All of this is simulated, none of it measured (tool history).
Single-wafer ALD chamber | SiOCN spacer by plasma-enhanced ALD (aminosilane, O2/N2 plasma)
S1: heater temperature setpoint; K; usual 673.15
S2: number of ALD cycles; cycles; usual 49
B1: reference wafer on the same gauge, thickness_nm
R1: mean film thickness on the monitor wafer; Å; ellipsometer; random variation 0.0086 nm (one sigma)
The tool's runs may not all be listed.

run     day      S1  S2     B1     R1
  1   0.000  665.15  49  2.821  26.14
  2   1.417  665.15  49  2.818  26.10
  3   2.583  673.15  53  2.819  28.12
  4   4.283  673.15  53  2.820  28.05
      5.267  -- thermocouple changed; heater temperature recalibrated
  5   6.662  673.15  53  2.821  28.36
  6   8.454  673.15  49  2.819  26.35
  7  10.371  673.15  49  2.820  26.24
  8  11.946  673.15  49  2.823  26.13
  9  13.192  673.15  49  2.822  26.25
 10  15.354  673.15  49  2.818  26.06
 11  18.350  673.15  49  2.820  26.24
 12  19.488  673.15  49  2.820  26.00
 13  21.429  676.15  49  2.819  25.79
 14  23.542  676.15  49  2.820  25.65
 15  24.625  683.15  56  2.821  29.14
 16  26.304  683.15  56  2.823  28.72
 17  27.371  683.15  56  2.820  29.10
 18  29.625  673.15  49  2.820  26.00
 19  30.875  662.15  49  2.822  26.16
     32.917  -- gauge calibrated
 20  33.479  673.15  49  2.819  26.14
 21  35.942  673.15  49  2.818  25.95
 22  37.992  679.15  54  2.822  28.21
 23  39.033  687.15  45  2.818  22.97
 24  41.633  673.15  49  2.823  25.98
 25  43.700  685.15  41  2.820  20.96
 26  45.558  687.15  55  2.823  27.98
 27  47.433  673.15  49  2.818  25.81
     48.621  -- thermocouple changed; heater temperature recalibrated
 28  49.775  673.15  49  2.819  26.18
 29  52.375  667.15  57  2.821  30.45
 30  54.925  666.15  57  2.821  30.49
 31  56.762  673.15  56  2.817  29.82
 32  58.617  684.15  44  2.817  22.73
 33  61.375  673.15  53  2.822  28.08
 34  66.942  660.15  46  2.820  24.55
 35  68.525  660.15  55  2.818  29.36
 36  69.625  673.15  49  2.820  26.00
 37  78.475  682.15  52  2.818  26.82

What the log doesn't show, run by run:
gauge reads high (%): 0 in every run
H1: wafer temperature above the value expected at the setpoint (K)
run      H1
  1     4.1
  2     4.3
  3    4.45
  4    4.68
  5  -0.587
  6  -0.344
  7  -0.084
  8    0.13
  9   0.298
 10   0.592
 11   0.998
 12    1.15
 13    1.42
 14     1.7
 15    1.85
 16    2.08
 17    2.22
 18    2.53
 19     2.7
 20    3.05
 21    3.38
 22    3.66
 23     3.8
 24    4.15
 25    4.44
 26    4.69
 27    4.94
 28   0.247
 29     0.6
 30   0.945
 31    1.19
 32    1.45
 33    1.82
 34    2.57
 35    2.79
 36    2.94
 37    4.14
